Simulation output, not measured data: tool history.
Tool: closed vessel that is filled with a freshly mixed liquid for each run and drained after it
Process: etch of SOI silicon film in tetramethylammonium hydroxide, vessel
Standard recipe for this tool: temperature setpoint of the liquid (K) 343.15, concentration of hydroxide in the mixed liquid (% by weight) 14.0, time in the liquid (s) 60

run   hour  temperature setpoint of the liquid (K)  concentration of hydroxide in the mixed liquid (% by weight)  time in the liquid (s)  wafers since the last listed run  hours since the thermometer was replaced  hours since the hydroxide flow meter was replaced  hours since the gauge calibration  read-back film thickness of the SOI silicon film reference wafer, read on the same gauge (nm)  thickness taken off the SOI silicon film on a monitor wafer (nm)
  1    0.0                                  340.15                                                          14.0                      60                                 0                                    2844.2                                              796.1                              341.7                                                                                         100.02                                                            327.16
  2   24.2                                  340.15                                                          14.0                      60                              3187                                    2868.4                                              820.3                              365.9                                                                                          99.99                                                            325.74
  3   46.4                                  340.15                                                          14.0                      60                              2924                                    2890.6                                              842.5                              388.1                                                                                         100.02                                                            321.61
  4   59.3                                  343.15                                                          13.0                      60                              1699                                    2903.5                                              855.4                              401.0                                                                                         100.00                                                            400.89
  5   76.6                                  343.15                                                          13.0                      60                              2278                                    2920.8                                              872.7                              418.3                                                                                         100.02                                                            402.21
  6  100.6                                  337.65                                                          16.5                      60                              3161                                    2944.8                                              896.7                              442.3                                                                                          99.99                                                            262.88
  7  115.0                                  337.65                                                          16.5                      60                              1896                                    2959.2                                              911.1                              456.7                                                                                         100.04                                                            259.76
  8  131.0                                  343.15                                                          14.0                      60                              2107                                    2975.2                                              927.1                              472.7                                                                                         100.00                                                            392.40
  9  147.7                                  343.15                                                          14.0                      60                              2199                                    2991.9                                              943.8                              489.4                                                                                         100.04                                                            392.15
 10  174.9                                  343.15                                                          14.0                      60                              3582                                    3019.1                                              971.0                              516.6                                                                                         100.00                                                            386.16
 11  203.4                                  343.15                                                          14.0                      60                              3753                                    3047.6                                              999.5                              545.1                                                                                         100.00                                                            394.27
 12  236.9                                  343.15                                                          14.0                      60                              4412                                    3081.1                                             1033.0                              578.6                                                                                         100.00                                                            395.48
     265.4  -- hydroxide flow meter replaced
 13  268.9                                  343.15                                                          14.0                      60                              4083                                    3113.1                                                3.5                              610.6                                                                                          99.99                                                            375.62
 14  303.2                                  340.65                                                          14.0                      60                              4517                                    3147.4                                               37.8                              644.9                                                                                         100.01                                                            322.16
 15  338.2                                  340.65                                                          14.0                      60                              4609                                    3182.4                                               72.8                              679.9                                                                                         100.01                                                            324.06
 16  358.4                                  343.15                                                          14.0                      60                              2660                                    3202.6                                               93.0                              700.1                                                                                         100.01                                                            373.39
 17  391.0                                  340.15                                                          12.5                      60                              4293                                    3235.2                                              125.6                              732.7                                                                                         100.02                                                            334.37
 18  419.8                                  340.65                                                          11.5                      40                              3793                                    3264.0                                              154.4                              761.5                                                                                          99.99                                                            231.84
     422.8  -- thermometer replaced
 19  442.4                                  339.15                                                          14.0                      60                              2844                                      19.6                                              177.0                              784.1                                                                                         100.05                                                            294.25
     451.2  -- gauge calibrated
 20  467.4                                  349.15                                                          15.5                      60                              3292                                      44.6                                              202.0                               16.2                                                                                          99.97                                                            513.21
 21  486.5                                  337.65                                                          16.5                      60                              2515                                      63.7                                              221.1                               35.3                                                                                         100.01                                                            256.26
 22  505.2                                  343.15                                                          16.5                      60                              2463                                      82.4                                              239.8                               54.0                                                                                         100.00                                                            350.68
 23  532.7                                  343.15                                                          15.5                      60                              3622                                     109.9                                              267.3                               81.5                                                                                         100.03                                                            358.49
 24  546.6                                  337.65                                                          16.5                      60                              1830                                     123.8                                              281.2                               95.4                                                                                          99.99                                                            252.78
 25  565.1                                  346.15                                                          14.0                      60                              2436                                     142.3                                              299.7                              113.9                                                                                          99.99                                                            453.99
 26  577.1                                  343.15                                                          14.0                      60                              1580                                     154.3                                              311.7                              125.9                                                                                          99.97                                                            375.23
 27  593.9                                  343.15                                                          14.0                      60                              2212                                     171.1                                              328.5                              142.7                                                                                         100.03                                                            376.57
 28  701.1                                  337.65                                                          11.0                      70                             14119                                     278.3                                              435.7                              249.9                                                                                         100.01                                                            357.50
 29  723.8                                  343.15                                                          11.5                      75                              2989                                     301.0                                              458.4                              272.6                                                                                          99.99                                                            521.31
 30  743.0                                  347.15                                                          18.0                      35                              2528                                     320.2                                              477.6                              291.8                                                                                         100.01                                                            254.21
 31  767.7                                  343.15                                                          14.0                      60                              3253                                     344.9                                              502.3                              316.5                                                                                         100.00                                                            377.88
 32  783.3                                  339.15                                                          11.5                      70                              2054                                     360.5                                              517.9                              332.1                                                                                         100.03                                                            378.72

Hidden state at the last listed run before each entry between runs and at the first one after, where it differs:
After run 12, before run 13: hydroxide flow meter replaced (hour 265.4)
  hydroxide flow below the setpoint (%): 13.2 -> 2.15
  measured result minus the result with no hidden state, thickness taken off the SOI silicon film on a monitor wafer (nm): +24.94 -> +4.05
After run 18, before run 19: thermometer replaced (hour 422.8)
  hydroxide flow below the setpoint (%): 3.79 -> 4.03
  measured result minus the result with no hidden state, thickness taken off the SOI silicon film on a monitor wafer (nm): +3.31 -> +5.91
After run 19, before run 20: gauge calibrated (hour 451.2)
  hydroxide flow below the setpoint (%): 4.03 -> 4.31
  measured result minus the result with no hidden state, thickness taken off the SOI silicon film on a monitor wafer (nm): +5.91 -> +8.58
